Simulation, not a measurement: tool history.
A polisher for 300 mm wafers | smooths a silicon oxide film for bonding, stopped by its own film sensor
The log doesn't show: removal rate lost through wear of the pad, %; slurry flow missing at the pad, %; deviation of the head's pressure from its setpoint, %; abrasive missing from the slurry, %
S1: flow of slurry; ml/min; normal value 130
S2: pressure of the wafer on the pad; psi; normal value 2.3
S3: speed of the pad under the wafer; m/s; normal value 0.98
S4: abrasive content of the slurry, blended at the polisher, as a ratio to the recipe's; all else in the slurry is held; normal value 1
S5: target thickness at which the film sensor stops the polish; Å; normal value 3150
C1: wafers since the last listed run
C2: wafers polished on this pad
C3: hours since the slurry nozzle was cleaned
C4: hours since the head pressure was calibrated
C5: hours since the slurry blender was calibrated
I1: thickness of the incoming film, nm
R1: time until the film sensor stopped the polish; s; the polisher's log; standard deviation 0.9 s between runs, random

run 1 day=0 | S1=130 S2=2.3 S3=0.98 S4=1.2 S5=3150 | C1=0 C2=155 C3=323.9 C4=258.3 C5=5.4 | I1=370.4 | R1=71.1
run 2 day=1.421 | S1=130 S2=2.3 S3=0.88 S4=1 S5=3070 | C1=302 C2=457 C3=358 C4=292.4 C5=39.5 | I1=373.6 | R1=105
run 3 day=4.588 | S1=130 S2=2.3 S3=0.88 S4=1 S5=3070 | C1=673 C2=1131 C3=434 C4=368.4 C5=115.5 | I1=373.9 | R1=104.5
run 4 day=5.233 | S1=130 S2=2.3 S3=0.88 S4=1 S5=3070 | C1=137 C2=1268 C3=449.5 C4=383.9 C5=131 | I1=367.7 | R1=94.8
-- day=5.921 worn pad replaced by a new one
run 5 day=6.662 | S1=130 S2=2.3 S3=0.98 S4=1 S5=3150 | C1=268 C2=157 C3=483.8 C4=418.2 C5=165.3 | I1=369.4 | R1=77
run 6 day=7.7 | S1=130 S2=2.3 S3=0.98 S4=1 S5=3150 | C1=220 C2=378 C3=508.7 C4=443.1 C5=190.2 | I1=366 | R1=71
-- day=8.196 head pressure recalibrated
run 7 day=8.854 | S1=130 S2=2.3 S3=0.98 S4=1 S5=3150 | C1=227 C2=605 C3=536.4 C4=15.8 C5=217.9 | I1=367.4 | R1=75.8
run 8 day=9.942 | S1=130 S2=2.3 S3=0.98 S4=1 S5=3150 | C1=231 C2=837 C3=562.5 C4=41.9 C5=244 | I1=371.1 | R1=80.1
run 9 day=10.508 | S1=130 S2=2.3 S3=0.98 S4=1 S5=3150 | C1=120 C2=957 C3=576.1 C4=55.5 C5=257.6 | I1=371.7 | R1=78.5
run 10 day=11.721 | S1=130 S2=2.3 S3=0.98 S4=1 S5=3150 | C1=257 C2=1215 C3=605.2 C4=84.6 C5=286.7 | I1=369 | R1=75.7
run 11 day=12.567 | S1=150 S2=2.3 S3=0.98 S4=1 S5=3150 | C1=179 C2=1395 C3=625.5 C4=104.9 C5=307 | I1=374.3 | R1=80.5
-- day=12.95 worn pad replaced by a new one
run 12 day=13.983 | S1=130 S2=2.3 S3=0.98 S4=1 S5=3150 | C1=265 C2=219 C3=659.5 C4=138.9 C5=341 | I1=373.4 | R1=82
run 13 day=15.192 | S1=130 S2=2.3 S3=0.98 S4=1 S5=3150 | C1=256 C2=476 C3=688.5 C4=167.9 C5=370 | I1=374.7 | R1=85.4
run 14 day=16.392 | S1=130 S2=2.3 S3=0.98 S4=1 S5=3150 | C1=255 C2=732 C3=717.3 C4=196.7 C5=398.8 | I1=363.1 | R1=69.3
run 15 day=17.146 | S1=155 S2=2.3 S3=0.82 S4=0.8 S5=3150 | C1=160 C2=892 C3=735.4 C4=214.8 C5=416.9 | I1=369.2 | R1=100.3
-- day=18.208 slurry nozzle cleaned
run 16 day=18.517 | S1=130 S2=2.3 S3=0.98 S4=1 S5=3150 | C1=282 C2=1175 C3=7.4 C4=247.7 C5=449.8 | I1=374.7 | R1=85.9
-- day=18.875 slurry blender recalibrated
-- day=19.829 worn pad replaced by a new one
run 17 day=19.95 | S1=105 S2=2.3 S3=1.3 S4=1 S5=3150 | C1=251 C2=25 C3=41.8 C4=282.1 C5=25.8 | I1=376 | R1=72.8
run 18 day=22.65 | S1=170 S2=2.3 S3=0.98 S4=1 S5=3000 | C1=574 C2=599 C3=106.6 C4=346.9 C5=90.6 | I1=368 | R1=92.8
run 19 day=23.371 | S1=130 S2=2.3 S3=0.98 S4=1.25 S5=3150 | C1=153 C2=753 C3=123.9 C4=364.2 C5=107.9 | I1=373.7 | R1=72.6
run 20 day=24.562 | S1=130 S2=2.3 S3=0.98 S4=1 S5=3320 | C1=253 C2=1006 C3=152.5 C4=392.8 C5=136.5 | I1=367.2 | R1=49.9
run 21 day=25.5 | S1=130 S2=2.3 S3=0.98 S4=1 S5=3150 | C1=199 C2=1206 C3=175 C4=415.3 C5=159 | I1=362.2 | R1=66
run 22 day=26.183 | S1=100 S2=1.6 S3=1.1 S4=0.85 S5=3150 | C1=145 C2=1351 C3=191.4 C4=431.7 C5=175.4 | I1=370.7 | R1=109.6
-- day=27.021 worn pad replaced by a new one
run 23 day=27.075 | S1=145 S2=2.3 S3=0.98 S4=1 S5=3250 | C1=154 C2=11 C3=212.8 C4=453.1 C5=196.8 | I1=368.4 | R1=60.7
-- day=27.304 head pressure recalibrated
run 24 day=28.479 | S1=130 S2=2.3 S3=0.98 S4=1 S5=3150 | C1=280 C2=292 C3=246.5 C4=28.2 C5=230.5 | I1=369.6 | R1=76.1
run 25 day=29.6 | S1=130 S2=2.3 S3=1.18 S4=1 S5=3150 | C1=238 C2=530 C3=273.4 C4=55.1 C5=257.4 | I1=375.3 | R1=75
run 26 day=30.733 | S1=130 S2=2.3 S3=0.9 S4=0.75 S5=3330 | C1=241 C2=771 C3=300.6 C4=82.3 C5=284.6 | I1=369.4 | R1=68.5
run 27 day=31.262 | S1=130 S2=2.3 S3=0.98 S4=1 S5=3150 | C1=112 C2=884 C3=313.3 C4=95 C5=297.3 | I1=365.8 | R1=72.3
run 28 day=32.296 | S1=130 S2=2.6 S3=0.98 S4=1 S5=3220 | C1=219 C2=1104 C3=338.1 C4=119.8 C5=322.1 | I1=368.1 | R1=60.9
run 29 day=33.304 | S1=115 S2=2.3 S3=0.98 S4=1 S5=3150 | C1=214 C2=1318 C3=362.3 C4=144 C5=346.3 | I1=366.3 | R1=73.3
run 30 day=33.825 | S1=90 S2=1.7 S3=0.66 S4=0.8 S5=3150 | C1=110 C2=1429 C3=374.8 C4=156.5 C5=358.8 | I1=367.3 | R1=162
-- day=34.512 worn pad replaced by a new one
run 31 day=35.288 | S1=130 S2=2.3 S3=0.98 S4=1 S5=3080 | C1=275 C2=165 C3=409.9 C4=191.6 C5=393.9 | I1=376.2 | R1=95.7

For each run, what was the tool's unlogged condition?
removal rate lost through wear of the pad, %: 0 at every run
slurry flow missing at the pad, %: 0 at every run
deviation of the head's pressure from its setpoint, %: 0 at every run
abrasive missing from the slurry, %: 0 at every run
